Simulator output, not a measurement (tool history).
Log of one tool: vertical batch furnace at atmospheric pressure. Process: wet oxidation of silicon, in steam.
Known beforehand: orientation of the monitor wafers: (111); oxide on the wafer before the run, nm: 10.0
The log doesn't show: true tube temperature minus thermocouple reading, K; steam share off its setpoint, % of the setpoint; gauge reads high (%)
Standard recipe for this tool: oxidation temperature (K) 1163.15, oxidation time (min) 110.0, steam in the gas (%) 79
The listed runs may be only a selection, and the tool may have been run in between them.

run   hour  oxidation temperature (K)  oxidation time (min)  steam in the gas (%)  wafers since the last listed run  hours since the last temperature calibration  hours since the steam generator was serviced  hours since the gauge calibration  read-back reference wafer on the same gauge, thickness  oxide thickness on the monitor wafer (angstrom)
  1    0.0                    1163.15                  81.0                    83                                 0                                        1882.4                                        1541.2                              113.8                                                  316.21                                           2471.3
  2   30.5                    1163.15                  81.0                    83                               198                                        1912.9                                        1571.7                              144.3                                                  316.04                                           2484.3
  3   46.1                    1163.15                 141.0                    71                               101                                        1928.5                                        1587.3                              159.9                                                  316.01                                           3370.1
  4   66.3                    1163.15                 110.0                    79                               131                                        1948.7                                        1607.5                              180.1                                                  315.43                                           3017.9
  5   91.4                    1163.15                 110.0                    79                               163                                        1973.8                                        1632.6                              205.2                                                  315.72                                           3030.2
  6  123.4                    1163.15                 110.0                    79                               208                                        2005.8                                        1664.6                              237.2                                                  316.38                                           3040.2
     131.6  -- gauge calibrated
  7  153.1                    1163.15                 110.0                    79                               193                                        2035.5                                        1694.3                               21.5                                                  316.15                                           3025.1
  8  169.8                    1163.15                 110.0                    79                               108                                        2052.2                                        1711.0                               38.2                                                  316.26                                           3038.2
  9  186.1                    1163.15                 121.5                    79                               106                                        2068.5                                        1727.3                               54.5                                                  315.86                                           3291.3
 10  209.3                    1163.15                 121.5                    79                               151                                        2091.7                                        1750.5                               77.7                                                  315.70                                           3294.5
 11  226.9                    1163.15                 110.0                    74                               114                                        2109.3                                        1768.1                               95.3                                                  316.51                                           2899.8
 12  245.1                    1146.15                  89.5                    79                               118                                        2127.5                                        1786.3                              113.5                                                  315.95                                           2126.1
 13  257.2                    1145.15                 110.0                    70                                78                                        2139.6                                        1798.4                              125.6                                                  316.01                                           2258.4
     297.0  -- steam generator serviced
     314.5  -- thermocouples replaced and temperature profile calibrated
 14  315.0                    1163.15                 110.0                    79                               106                                           0.5                                          18.0                              183.4                                                  316.02                                           2902.6
 15  321.3                    1163.15                  88.0                    79                                41                                           6.8                                          24.3                              189.7                                                  315.85                                           2433.8
     323.0  -- gauge calibrated
 16  327.6                    1176.15                  84.0                    88                                41                                          13.1                                          30.6                                4.6                                                  316.04                                           2937.2
 17  333.9                    1163.15                 110.0                    79                                41                                          19.4                                          36.9                               10.9                                                  316.37                                           2898.0
 18  363.1                    1163.15                 110.0                    90                               190                                          48.6                                          66.1                               40.1                                                  315.62                                           3217.9

What will run 19 give?
 19  394.6                    1171.15                 143.0                    75                               205                                          80.1                                          97.6                               71.6                                                       ?                                                ?

{"run 19": {"read-back reference wafer on the same gauge, thickness": 315.95, "oxide thickness on the monitor wafer (angstrom)": 3697.6}}
Without the tool's hidden state the same run would have given oxide thickness on the monitor wafer (angstrom) 3676.1.
